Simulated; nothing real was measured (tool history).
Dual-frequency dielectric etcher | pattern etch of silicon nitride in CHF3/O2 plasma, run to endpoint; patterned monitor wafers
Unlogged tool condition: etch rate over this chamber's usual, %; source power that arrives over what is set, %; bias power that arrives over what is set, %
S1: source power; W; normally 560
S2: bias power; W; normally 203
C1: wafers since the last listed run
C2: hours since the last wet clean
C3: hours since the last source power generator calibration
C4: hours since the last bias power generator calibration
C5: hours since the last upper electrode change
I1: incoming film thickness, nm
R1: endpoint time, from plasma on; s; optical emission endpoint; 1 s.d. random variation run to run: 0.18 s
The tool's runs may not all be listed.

{"run": 1, "hour": 0.0, "S1": 560, "S2": 203, "C1": 0, "C2": 603.5, "C3": 715.2, "C4": 67.7, "C5": 3286.9, "I1": 77.0, "R1": 48.6}
{"run": 2, "hour": 79.5, "S1": 560, "S2": 203, "C1": 807, "C2": 683.0, "C3": 794.7, "C4": 147.2, "C5": 3366.4, "I1": 76.2, "R1": 48.0}
{"hour": 113.1, "done": "wet clean of the chamber"}
{"run": 3, "hour": 134.9, "S1": 520, "S2": 228, "C1": 318, "C2": 21.8, "C3": 850.1, "C4": 202.6, "C5": 3421.8, "I1": 76.6, "R1": 47.5}
{"run": 4, "hour": 201.9, "S1": 560, "S2": 203, "C1": 680, "C2": 88.8, "C3": 917.1, "C4": 269.6, "C5": 3488.8, "I1": 76.8, "R1": 48.6}
{"run": 5, "hour": 289.4, "S1": 560, "S2": 203, "C1": 888, "C2": 176.3, "C3": 1004.6, "C4": 357.1, "C5": 3576.3, "I1": 76.9, "R1": 48.4}
{"run": 6, "hour": 347.1, "S1": 560, "S2": 203, "C1": 586, "C2": 234.0, "C3": 1062.3, "C4": 414.8, "C5": 3634.0, "I1": 77.0, "R1": 48.8}
{"run": 7, "hour": 413.5, "S1": 560, "S2": 203, "C1": 674, "C2": 300.4, "C3": 1128.7, "C4": 481.2, "C5": 3700.4, "I1": 76.8, "R1": 48.4}
{"run": 8, "hour": 459.1, "S1": 590, "S2": 220, "C1": 463, "C2": 346.0, "C3": 1174.3, "C4": 526.8, "C5": 3746.0, "I1": 76.7, "R1": 46.4}
{"run": 9, "hour": 501.9, "S1": 590, "S2": 220, "C1": 434, "C2": 388.8, "C3": 1217.1, "C4": 569.6, "C5": 3788.8, "I1": 76.6, "R1": 46.9}
{"run": 10, "hour": 572.0, "S1": 590, "S2": 220, "C1": 712, "C2": 458.9, "C3": 1287.2, "C4": 639.7, "C5": 3858.9, "I1": 77.0, "R1": 46.8}
{"run": 11, "hour": 639.1, "S1": 560, "S2": 243, "C1": 681, "C2": 526.0, "C3": 1354.3, "C4": 706.8, "C5": 3926.0, "I1": 77.3, "R1": 46.0}
{"run": 12, "hour": 713.1, "S1": 560, "S2": 243, "C1": 751, "C2": 600.0, "C3": 1428.3, "C4": 780.8, "C5": 4000.0, "I1": 77.4, "R1": 46.2}
{"hour": 737.9, "done": "wet clean of the chamber"}
{"run": 13, "hour": 806.1, "S1": 560, "S2": 243, "C1": 700, "C2": 68.2, "C3": 1521.3, "C4": 873.8, "C5": 4093.0, "I1": 76.0, "R1": 45.7}
{"run": 14, "hour": 913.6, "S1": 560, "S2": 203, "C1": 1091, "C2": 175.7, "C3": 1628.8, "C4": 981.3, "C5": 4200.5, "I1": 76.0, "R1": 48.4}
{"hour": 1109.9, "done": "source power generator calibrated"}
{"run": 15, "hour": 1191.3, "S1": 560, "S2": 203, "C1": 2779, "C2": 453.4, "C3": 81.4, "C4": 1259.0, "C5": 4478.2, "I1": 76.5, "R1": 48.7}
{"run": 16, "hour": 1231.7, "S1": 660, "S2": 226, "C1": 410, "C2": 493.8, "C3": 121.8, "C4": 1299.4, "C5": 4518.6, "I1": 77.4, "R1": 46.2}
{"hour": 1315.2, "done": "wet clean of the chamber"}
{"run": 17, "hour": 1315.7, "S1": 600, "S2": 186, "C1": 609, "C2": 0.5, "C3": 205.8, "C4": 1383.4, "C5": 4602.6, "I1": 76.5, "R1": 49.2}
{"run": 18, "hour": 1388.3, "S1": 510, "S2": 166, "C1": 737, "C2": 73.1, "C3": 278.4, "C4": 1456.0, "C5": 4675.2, "I1": 76.8, "R1": 53.3}
{"run": 19, "hour": 1437.4, "S1": 560, "S2": 170, "C1": 498, "C2": 122.2, "C3": 327.5, "C4": 1505.1, "C5": 4724.3, "I1": 76.6, "R1": 52.0}
{"run": 20, "hour": 1501.4, "S1": 510, "S2": 166, "C1": 650, "C2": 186.2, "C3": 391.5, "C4": 1569.1, "C5": 4788.3, "I1": 76.4, "R1": 53.1}
{"run": 21, "hour": 1548.9, "S1": 670, "S2": 172, "C1": 482, "C2": 233.7, "C3": 439.0, "C4": 1616.6, "C5": 4835.8, "I1": 76.9, "R1": 49.9}
{"hour": 1645.4, "done": "bias power generator calibrated"}
{"run": 22, "hour": 1645.9, "S1": 560, "S2": 249, "C1": 944, "C2": 330.7, "C3": 536.0, "C4": 0.5, "C5": 4932.8, "I1": 77.0, "R1": 45.3}
{"hour": 1728.1, "done": "upper electrode replaced"}
{"run": 23, "hour": 1747.4, "S1": 650, "S2": 220, "C1": 787, "C2": 432.2, "C3": 637.5, "C4": 102.0, "C5": 19.3, "I1": 76.2, "R1": 45.4}
{"run": 24, "hour": 1854.4, "S1": 560, "S2": 203, "C1": 1086, "C2": 539.2, "C3": 744.5, "C4": 209.0, "C5": 126.3, "I1": 76.8, "R1": 48.3}
{"run": 25, "hour": 1961.4, "S1": 490, "S2": 216, "C1": 1086, "C2": 646.2, "C3": 851.5, "C4": 316.0, "C5": 233.3, "I1": 77.1, "R1": 49.3}
{"hour": 2053.7, "done": "wet clean of the chamber"}
{"run": 26, "hour": 2070.8, "S1": 620, "S2": 250, "C1": 867, "C2": 17.1, "C3": 960.9, "C4": 425.4, "C5": 342.7, "I1": 76.3, "R1": 44.1}
{"run": 27, "hour": 2152.0, "S1": 560, "S2": 203, "C1": 824, "C2": 98.3, "C3": 1042.1, "C4": 506.6, "C5": 423.9, "I1": 76.2, "R1": 47.9}
{"run": 28, "hour": 2231.0, "S1": 560, "S2": 181, "C1": 802, "C2": 177.3, "C3": 1121.1, "C4": 585.6, "C5": 502.9, "I1": 76.6, "R1": 50.3}
{"run": 29, "hour": 2287.5, "S1": 450, "S2": 243, "C1": 573, "C2": 233.8, "C3": 1177.6, "C4": 642.1, "C5": 559.4, "I1": 76.6, "R1": 47.8}
{"run": 30, "hour": 2355.1, "S1": 660, "S2": 203, "C1": 686, "C2": 301.4, "C3": 1245.2, "C4": 709.7, "C5": 627.0, "I1": 77.1, "R1": 47.1}
{"run": 31, "hour": 2392.2, "S1": 560, "S2": 225, "C1": 376, "C2": 338.5, "C3": 1282.3, "C4": 746.8, "C5": 664.1, "I1": 76.5, "R1": 47.0}
{"run": 32, "hour": 2465.8, "S1": 650, "S2": 167, "C1": 747, "C2": 412.1, "C3": 1355.9, "C4": 820.4, "C5": 737.7, "I1": 76.7, "R1": 49.9}
{"run": 33, "hour": 2567.1, "S1": 560, "S2": 203, "C1": 1028, "C2": 513.4, "C3": 1457.2, "C4": 921.7, "C5": 839.0, "I1": 77.2, "R1": 48.7}
{"run": 34, "hour": 2662.1, "S1": 560, "S2": 203, "C1": 964, "C2": 608.4, "C3": 1552.2, "C4": 1016.7, "C5": 934.0, "I1": 77.4, "R1": 49.0}
{"hour": 2705.2, "done": "wet clean of the chamber"}
{"run": 35, "hour": 2762.6, "S1": 690, "S2": 227, "C1": 777, "C2": 57.4, "C3": 1652.7, "C4": 1117.2, "C5": 1034.5, "I1": 76.6, "R1": 44.8}

Forecast each of these 4 alternatives for the next run:
{"run": "A", "hour": 2763.0, "S1": 560, "S2": 172, "C1": 4, "C2": 57.8, "C3": 1653.1, "C4": 1117.6, "C5": 1034.9, "I1": 77.2, "R1": "?"}
{"run": "B", "hour": 2763.0, "S1": 680, "S2": 203, "C1": 4, "C2": 57.8, "C3": 1653.1, "C4": 1117.6, "C5": 1034.9, "I1": 77.2, "R1": "?"}
{"run": "C", "hour": 2763.0, "S1": 430, "S2": 228, "C1": 4, "C2": 57.8, "C3": 1653.1, "C4": 1117.6, "C5": 1034.9, "I1": 77.2, "R1": "?"}
{"run": "D", "hour": 2763.0, "S1": 680, "S2": 177, "C1": 4, "C2": 57.8, "C3": 1653.1, "C4": 1117.6, "C5": 1034.9, "I1": 77.2, "R1": "?"}

run=A R1=51.7
run=B R1=47.0
run=C R1=49.8
run=D R1=49.1
Without the tool's hidden state the same runs would have given:
run=A R1=51.5
run=B R1=46.8
run=C R1=49.6
run=D R1=48.8

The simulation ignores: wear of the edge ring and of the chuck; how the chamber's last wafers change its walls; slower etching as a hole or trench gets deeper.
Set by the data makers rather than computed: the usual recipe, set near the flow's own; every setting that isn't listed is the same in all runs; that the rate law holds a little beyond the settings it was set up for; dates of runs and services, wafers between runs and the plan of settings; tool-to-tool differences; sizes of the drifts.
